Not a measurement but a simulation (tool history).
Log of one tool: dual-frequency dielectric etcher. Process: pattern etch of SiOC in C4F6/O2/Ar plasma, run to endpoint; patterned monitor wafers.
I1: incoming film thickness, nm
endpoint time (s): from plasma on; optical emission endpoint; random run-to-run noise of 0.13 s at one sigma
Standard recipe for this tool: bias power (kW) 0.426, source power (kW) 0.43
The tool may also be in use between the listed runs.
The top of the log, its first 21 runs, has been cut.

Run 22, hour 1132.8: usual settings but bias power (kW) 0.36, source power (kW) 0.54; I1 39.42. Result: endpoint time (s) 13.7.
At hour 1158.5: wet clean of the chamber.
At hour 1163: source power generator calibrated.
Run 23, hour 1197.6: usual settings; I1 39.98. Result: endpoint time (s) 14.5.
Run 24, hour 1236.7: usual settings but bias power (kW) 0.521, source power (kW) 0.36; I1 39.65. Result: endpoint time (s) 14.3.
Run 25, hour 1286.4: usual settings but source power (kW) 0.46; I1 39.57. Result: endpoint time (s) 14.1.
At hour 1312: bias power generator calibrated.
Run 26, hour 1352.8: usual settings but bias power (kW) 0.467, source power (kW) 0.36; I1 39.21. Result: endpoint time (s) 14.7.
Run 27, hour 1387: usual settings; I1 39.67. Result: endpoint time (s) 14.5.
Run 28, hour 1426.1: usual settings but bias power (kW) 0.484, source power (kW) 0.38; I1 39.71. Result: endpoint time (s) 14.3.
Run 29, hour 1496.6: usual settings but bias power (kW) 0.495, source power (kW) 0.32; I1 39.73. Result: endpoint time (s) 15.5.
Run 30, hour 1526: usual settings but bias power (kW) 0.363, source power (kW) 0.32; I1 39.79. Result: endpoint time (s) 17.1.
Run 31, hour 1557: usual settings but bias power (kW) 0.493; I1 39.57. Result: endpoint time (s) 13.4.
At hour 1601.3: wet clean of the chamber.
Run 32, hour 1745.6: usual settings but bias power (kW) 0.328, source power (kW) 0.53; I1 40.08. Result: endpoint time (s) 14.8.
Run 33, hour 1778.3: usual settings; I1 39.44. Result: endpoint time (s) 14.2.
Run 34, hour 1825.8: usual settings but source power (kW) 0.35; I1 39.68. Result: endpoint time (s) 15.5.
Run 35, hour 1877.5: usual settings; I1 40.06. Result: endpoint time (s) 14.5.

4 options for the next run, each taken on its own from the tool as it stands now. Forecast them:
Run A, hour 1877.9: usual settings; I1 39.79. Result: endpoint time (s) ?.
Run B, hour 1877.9: usual settings but bias power (kW) 0.492, source power (kW) 0.33; I1 39.79. Result: endpoint time (s) ?.
Run C, hour 1877.9: usual settings but source power (kW) 0.5; I1 39.79. Result: endpoint time (s) ?.
Run D, hour 1877.9: usual settings but bias power (kW) 0.364; I1 39.79. Result: endpoint time (s) ?.

run  endpoint time (s)
  A               14.4
  B               15.3
  C               13.5
  D               15.2
Take away the tool's hidden state, keep each run's random variation, and the runs would have read:
run  endpoint time (s)
  A               14.6
  B               15.5
  C               13.7
  D               15.4

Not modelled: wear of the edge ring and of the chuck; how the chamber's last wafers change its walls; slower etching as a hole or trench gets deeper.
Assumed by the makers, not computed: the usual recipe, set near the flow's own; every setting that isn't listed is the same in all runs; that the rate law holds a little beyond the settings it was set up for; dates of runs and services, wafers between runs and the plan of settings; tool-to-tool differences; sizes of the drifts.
